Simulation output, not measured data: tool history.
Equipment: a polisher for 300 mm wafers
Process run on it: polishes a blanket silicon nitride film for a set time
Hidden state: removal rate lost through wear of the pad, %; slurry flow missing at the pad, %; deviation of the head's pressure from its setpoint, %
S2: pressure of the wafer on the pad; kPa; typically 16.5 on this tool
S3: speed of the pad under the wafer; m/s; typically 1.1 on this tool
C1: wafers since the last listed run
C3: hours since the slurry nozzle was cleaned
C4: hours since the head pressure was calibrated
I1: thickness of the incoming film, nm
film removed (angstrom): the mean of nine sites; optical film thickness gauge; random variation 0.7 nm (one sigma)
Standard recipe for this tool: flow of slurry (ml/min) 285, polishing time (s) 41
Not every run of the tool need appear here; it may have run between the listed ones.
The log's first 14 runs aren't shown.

Run 15, day 14.6: usual settings; C1 159; wafers polished on this pad 1427; C3 680.1; C4 506.4; I1 532.3. Result: film removed (angstrom) 537.
At day 15.446: worn pad replaced by a new one.
Run 16, day 15.679: usual settings; C1 191; wafers polished on this pad 48; C3 706; C4 532.3; I1 525.1. Result: film removed (angstrom) 534.
Run 17, day 16.975: usual settings but flow of slurry (ml/min) 360; C1 271; wafers polished on this pad 320; C3 737.1; C4 563.4; I1 530.2. Result: film removed (angstrom) 554.
Run 18, day 17.6: usual settings but flow of slurry (ml/min) 365, polishing time (s) 52; C1 131; wafers polished on this pad 451; C3 752.1; C4 578.4; I1 538.9. Result: film removed (angstrom) 676.
Run 19, day 18.921: usual settings; C1 277; wafers polished on this pad 728; C3 783.8; C4 610.1; I1 527.9. Result: film removed (angstrom) 540.
Run 20, day 19.858: usual settings; C1 196; wafers polished on this pad 925; C3 806.3; C4 632.6; I1 536.5. Result: film removed (angstrom) 534.
At day 20.3: slurry nozzle cleaned.
Run 21, day 21.121: usual settings; C1 256; wafers polished on this pad 1181; C3 19.7; C4 662.9; I1 533.6. Result: film removed (angstrom) 536.
Run 22, day 21.975: usual settings; C1 179; wafers polished on this pad 1361; C3 40.2; C4 683.4; I1 526.8. Result: film removed (angstrom) 530.
Run 23, day 22.496: usual settings but flow of slurry (ml/min) 335; C1 109; wafers polished on this pad 1470; C3 52.7; C4 695.9; I1 525. Result: film removed (angstrom) 542.
At day 23.088: worn pad replaced by a new one.
Run 24, day 23.317: usual settings but polishing time (s) 46; C1 137; wafers polished on this pad 48; C3 72.4; C4 715.6; I1 534.5. Result: film removed (angstrom) 599.
Run 25, day 23.954: usual settings but S2 13.1 kPa; C1 133; wafers polished on this pad 182; C3 87.7; C4 730.9; I1 527. Result: film removed (angstrom) 422.
At day 24.404: head pressure recalibrated.
Run 26, day 24.521: usual settings but flow of slurry (ml/min) 260; C1 101; wafers polished on this pad 283; C3 101.3; C4 2.8; I1 538.1. Result: film removed (angstrom) 534.
Run 27, day 25.167: usual settings but flow of slurry (ml/min) 340, polishing time (s) 48; C1 135; wafers polished on this pad 419; C3 116.8; C4 18.3; I1 524.2. Result: film removed (angstrom) 626.
Run 28, day 25.858: usual settings but S3 0.74 m/s; C1 145; wafers polished on this pad 564; C3 133.4; C4 34.9; I1 527. Result: film removed (angstrom) 452.
Run 29, day 26.754: usual settings; C1 187; wafers polished on this pad 752; C3 154.9; C4 56.4; I1 535.1. Result: film removed (angstrom) 532.
At day 30.688: worn pad replaced by a new one.
Run 30, day 30.708: usual settings but S3 1.36 m/s; C1 794; wafers polished on this pad 4; C3 249.8; C4 151.3; I1 530. Result: film removed (angstrom) 600.
Run 31, day 31.9: usual settings but S2 19.3 kPa; C1 250; wafers polished on this pad 254; C3 278.4; C4 179.9; I1 524.2. Result: film removed (angstrom) 630.
Run 32, day 32.646: usual settings but S3 0.96 m/s, polishing time (s) 33; C1 156; wafers polished on this pad 410; C3 296.3; C4 197.8; I1 537.5. Result: film removed (angstrom) 401.
Run 33, day 34.008: usual settings but flow of slurry (ml/min) 335, S2 22.1 kPa, S3 0.96 m/s, polishing time (s) 54; C1 285; wafers polished on this pad 696; C3 329; C4 230.5; I1 531.9. Result: film removed (angstrom) 897.

Alternative continuations, all from the tool just after run 33; predict every row:
Run A, day 34.025: usual settings; C1 3; wafers polished on this pad 700; C3 329.4; C4 230.9; I1 526.4. Result: film removed (angstrom) ?.
Run B, day 34.025: usual settings but flow of slurry (ml/min) 370, S2 21.4 kPa, S3 0.78 m/s, polishing time (s) 31; C1 3; wafers polished on this pad 700; C3 329.4; C4 230.9; I1 526.4. Result: film removed (angstrom) ?.
Run C, day 34.025: usual settings but S2 11 kPa; C1 3; wafers polished on this pad 700; C3 329.4; C4 230.9; I1 526.4. Result: film removed (angstrom) ?.
Run D, day 34.025: usual settings but S3 1.32 m/s, polishing time (s) 52; C1 3; wafers polished on this pad 700; C3 329.4; C4 230.9; I1 526.4. Result: film removed (angstrom) ?.

run  film removed (angstrom)
  A                      538
  B                      461
  C                      359
  D                      747
Had the tool no hidden state, the same runs would have come out as:
run  film removed (angstrom)
  A                      538
  B                      461
  C                      359
  D                      747

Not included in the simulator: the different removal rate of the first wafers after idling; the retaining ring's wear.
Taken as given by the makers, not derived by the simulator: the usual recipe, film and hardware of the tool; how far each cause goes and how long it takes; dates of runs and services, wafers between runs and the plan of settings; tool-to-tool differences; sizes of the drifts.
